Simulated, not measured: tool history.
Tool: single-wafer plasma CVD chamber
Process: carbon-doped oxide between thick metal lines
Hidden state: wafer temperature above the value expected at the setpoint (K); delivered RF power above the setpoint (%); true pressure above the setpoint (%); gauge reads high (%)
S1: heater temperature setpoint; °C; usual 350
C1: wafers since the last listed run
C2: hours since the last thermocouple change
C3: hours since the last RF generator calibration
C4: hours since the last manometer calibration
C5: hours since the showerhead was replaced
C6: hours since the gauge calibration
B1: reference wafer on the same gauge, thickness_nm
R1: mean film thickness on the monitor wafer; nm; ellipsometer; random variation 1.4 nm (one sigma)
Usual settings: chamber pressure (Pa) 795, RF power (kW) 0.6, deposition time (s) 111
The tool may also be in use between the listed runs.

{"run": 1, "hour": 0.0, "S1": 359, "chamber pressure (Pa)": 795, "RF power (kW)": 0.53, "deposition time (s)": 111, "C1": 0, "C2": 2854.2, "C3": 1485.5, "C4": 2896.1, "C5": 4231, "C6": 272.2, "B1": 626.977, "R1": 565.088}
{"run": 2, "hour": 12.9, "S1": 359, "chamber pressure (Pa)": 795, "RF power (kW)": 0.53, "deposition time (s)": 111, "C1": 106, "C2": 2867.1, "C3": 1498.4, "C4": 2909, "C5": 4243.9, "C6": 285.1, "B1": 627.066, "R1": 561.313}
{"run": 3, "hour": 23.6, "S1": 350, "chamber pressure (Pa)": 795, "RF power (kW)": 0.6, "deposition time (s)": 111, "C1": 88, "C2": 2877.8, "C3": 1509.1, "C4": 2919.7, "C5": 4254.6, "C6": 295.8, "B1": 626.778, "R1": 616.166}
{"run": 4, "hour": 62.3, "S1": 350, "chamber pressure (Pa)": 795, "RF power (kW)": 0.6, "deposition time (s)": 111, "C1": 319, "C2": 2916.5, "C3": 1547.8, "C4": 2958.4, "C5": 4293.3, "C6": 334.5, "B1": 627.088, "R1": 616.31}
{"run": 5, "hour": 72.1, "S1": 350, "chamber pressure (Pa)": 795, "RF power (kW)": 0.6, "deposition time (s)": 111, "C1": 80, "C2": 2926.3, "C3": 1557.6, "C4": 2968.2, "C5": 4303.1, "C6": 344.3, "B1": 627.056, "R1": 612.73}
{"run": 6, "hour": 81.3, "S1": 350, "chamber pressure (Pa)": 707, "RF power (kW)": 0.6, "deposition time (s)": 111, "C1": 76, "C2": 2935.5, "C3": 1566.8, "C4": 2977.4, "C5": 4312.3, "C6": 353.5, "B1": 626.813, "R1": 601.546}
{"run": 7, "hour": 93.1, "S1": 343, "chamber pressure (Pa)": 795, "RF power (kW)": 0.6, "deposition time (s)": 111, "C1": 97, "C2": 2947.3, "C3": 1578.6, "C4": 2989.2, "C5": 4324.1, "C6": 365.3, "B1": 626.833, "R1": 625.793}
{"run": 8, "hour": 108.5, "S1": 350, "chamber pressure (Pa)": 795, "RF power (kW)": 0.51, "deposition time (s)": 111, "C1": 127, "C2": 2962.7, "C3": 1594, "C4": 3004.6, "C5": 4339.5, "C6": 380.7, "B1": 626.816, "R1": 565.648}
{"hour": 120.7, "done": "capacitance manometer re-zeroed and calibrated"}
{"run": 9, "hour": 121.2, "S1": 350, "chamber pressure (Pa)": 795, "RF power (kW)": 0.51, "deposition time (s)": 111, "C1": 38, "C2": 2975.4, "C3": 1606.7, "C4": 0.5, "C5": 4352.2, "C6": 393.4, "B1": 626.97, "R1": 563.039}
{"hour": 131.3, "done": "showerhead replaced"}
{"hour": 131.7, "done": "gauge calibrated"}
{"run": 10, "hour": 144.8, "S1": 350, "chamber pressure (Pa)": 795, "RF power (kW)": 0.51, "deposition time (s)": 111, "C1": 128, "C2": 2999, "C3": 1630.3, "C4": 24.1, "C5": 13.5, "C6": 13.1, "B1": 626.815, "R1": 563.965}
{"run": 11, "hour": 155.0, "S1": 350, "chamber pressure (Pa)": 795, "RF power (kW)": 0.6, "deposition time (s)": 111, "C1": 84, "C2": 3009.2, "C3": 1640.5, "C4": 34.3, "C5": 23.7, "C6": 23.3, "B1": 626.887, "R1": 611.566}
{"run": 12, "hour": 165.3, "S1": 350, "chamber pressure (Pa)": 919, "RF power (kW)": 0.6, "deposition time (s)": 111, "C1": 85, "C2": 3019.5, "C3": 1650.8, "C4": 44.6, "C5": 34, "C6": 33.6, "B1": 626.886, "R1": 622.851}
{"run": 13, "hour": 178.2, "S1": 350, "chamber pressure (Pa)": 919, "RF power (kW)": 0.6, "deposition time (s)": 111, "C1": 106, "C2": 3032.4, "C3": 1663.7, "C4": 57.5, "C5": 46.9, "C6": 46.5, "B1": 626.733, "R1": 620.371}
{"hour": 191.1, "done": "RF generator calibrated"}
{"run": 14, "hour": 191.6, "S1": 350, "chamber pressure (Pa)": 845, "RF power (kW)": 0.635, "deposition time (s)": 126, "C1": 44, "C2": 3045.8, "C3": 0.5, "C4": 70.9, "C5": 60.3, "C6": 59.9, "B1": 627.268, "R1": 756.805}
{"run": 15, "hour": 197.7, "S1": 350, "chamber pressure (Pa)": 795, "RF power (kW)": 0.6, "deposition time (s)": 111, "C1": 50, "C2": 3051.9, "C3": 6.6, "C4": 77, "C5": 66.4, "C6": 66, "B1": 627.045, "R1": 644.653}
{"run": 16, "hour": 204.9, "S1": 350, "chamber pressure (Pa)": 671, "RF power (kW)": 0.5, "deposition time (s)": 111, "C1": 59, "C2": 3059.1, "C3": 13.8, "C4": 84.2, "C5": 73.6, "C6": 73.2, "B1": 626.853, "R1": 569.59}
{"run": 17, "hour": 224.8, "S1": 344, "chamber pressure (Pa)": 863, "RF power (kW)": 0.6, "deposition time (s)": 132, "C1": 164, "C2": 3079, "C3": 33.7, "C4": 104.1, "C5": 93.5, "C6": 93.1, "B1": 626.924, "R1": 787.165}
{"run": 18, "hour": 233.0, "S1": 350, "chamber pressure (Pa)": 795, "RF power (kW)": 0.72, "deposition time (s)": 117, "C1": 67, "C2": 3087.2, "C3": 41.9, "C4": 112.3, "C5": 101.7, "C6": 101.3, "B1": 627.16, "R1": 742.748}
{"run": 19, "hour": 239.5, "S1": 350, "chamber pressure (Pa)": 913, "RF power (kW)": 0.6, "deposition time (s)": 105, "C1": 53, "C2": 3093.7, "C3": 48.4, "C4": 118.8, "C5": 108.2, "C6": 107.8, "B1": 626.694, "R1": 616.839}
{"run": 20, "hour": 256.7, "S1": 350, "chamber pressure (Pa)": 795, "RF power (kW)": 0.6, "deposition time (s)": 111, "C1": 142, "C2": 3110.9, "C3": 65.6, "C4": 136, "C5": 125.4, "C6": 125, "B1": 626.798, "R1": 642.973}
{"hour": 265.2, "done": "thermocouple changed; heater temperature recalibrated"}
{"run": 21, "hour": 282.4, "S1": 360, "chamber pressure (Pa)": 795, "RF power (kW)": 0.6, "deposition time (s)": 111, "C1": 146, "C2": 17.2, "C3": 91.3, "C4": 161.7, "C5": 151.1, "C6": 150.7, "B1": 627.022, "R1": 624.204}
{"run": 22, "hour": 300.1, "S1": 350, "chamber pressure (Pa)": 944, "RF power (kW)": 0.6, "deposition time (s)": 98, "C1": 146, "C2": 34.9, "C3": 109, "C4": 179.4, "C5": 168.8, "C6": 168.4, "B1": 626.861, "R1": 579.161}
{"run": 23, "hour": 315.2, "S1": 350, "chamber pressure (Pa)": 928, "RF power (kW)": 0.6, "deposition time (s)": 111, "C1": 124, "C2": 50, "C3": 124.1, "C4": 194.5, "C5": 183.9, "C6": 183.5, "B1": 626.976, "R1": 656.26}
{"run": 24, "hour": 325.7, "S1": 350, "chamber pressure (Pa)": 919, "RF power (kW)": 0.6, "deposition time (s)": 111, "C1": 86, "C2": 60.5, "C3": 134.6, "C4": 205, "C5": 194.4, "C6": 194, "B1": 627.145, "R1": 653.339}
{"run": 25, "hour": 342.3, "S1": 337, "chamber pressure (Pa)": 795, "RF power (kW)": 0.6, "deposition time (s)": 111, "C1": 137, "C2": 77.1, "C3": 151.2, "C4": 221.6, "C5": 211, "C6": 210.6, "B1": 627.072, "R1": 666.981}
{"run": 26, "hour": 349.6, "S1": 350, "chamber pressure (Pa)": 901, "RF power (kW)": 0.6, "deposition time (s)": 111, "C1": 60, "C2": 84.4, "C3": 158.5, "C4": 228.9, "C5": 218.3, "C6": 217.9, "B1": 626.955, "R1": 651.127}
{"run": 27, "hour": 362.8, "S1": 346, "chamber pressure (Pa)": 795, "RF power (kW)": 0.6, "deposition time (s)": 93, "C1": 109, "C2": 97.6, "C3": 171.7, "C4": 242.1, "C5": 231.5, "C6": 231.1, "B1": 626.995, "R1": 543.925}

5 ways to go on from here, each from the tool as it stands after run 27. What would each give?
{"run": "A", "hour": 363.2, "S1": 350, "chamber pressure (Pa)": 795, "RF power (kW)": 0.6, "deposition time (s)": 132, "C1": 3, "C2": 98, "C3": 172.1, "C4": 242.5, "C5": 231.9, "C6": 231.5, "B1": "?", "R1": "?"}
{"run": "B", "hour": 363.2, "S1": 341, "chamber pressure (Pa)": 631, "RF power (kW)": 0.6, "deposition time (s)": 111, "C1": 3, "C2": 98, "C3": 172.1, "C4": 242.5, "C5": 231.9, "C6": 231.5, "B1": "?", "R1": "?"}
{"run": "C", "hour": 363.2, "S1": 357, "chamber pressure (Pa)": 857, "RF power (kW)": 0.695, "deposition time (s)": 123, "C1": 3, "C2": 98, "C3": 172.1, "C4": 242.5, "C5": 231.9, "C6": 231.5, "B1": "?", "R1": "?"}
{"run": "D", "hour": 363.2, "S1": 355, "chamber pressure (Pa)": 795, "RF power (kW)": 0.55, "deposition time (s)": 111, "C1": 3, "C2": 98, "C3": 172.1, "C4": 242.5, "C5": 231.9, "C6": 231.5, "B1": "?", "R1": "?"}
{"run": "E", "hour": 363.2, "S1": 350, "chamber pressure (Pa)": 989, "RF power (kW)": 0.64, "deposition time (s)": 119, "C1": 3, "C2": 98, "C3": 172.1, "C4": 242.5, "C5": 231.9, "C6": 231.5, "B1": "?", "R1": "?"}

run=A B1=627.315 R1=761.424
run=B B1=627.315 R1=630.294
run=C B1=627.315 R1=756.715
run=D B1=627.315 R1=605.581
run=E B1=627.315 R1=726.313
Without the tool's hidden state the same runs would have given:
run=A R1=765.485
run=B R1=633.655
run=C R1=760.635
run=D R1=608.811
run=E R1=730.187
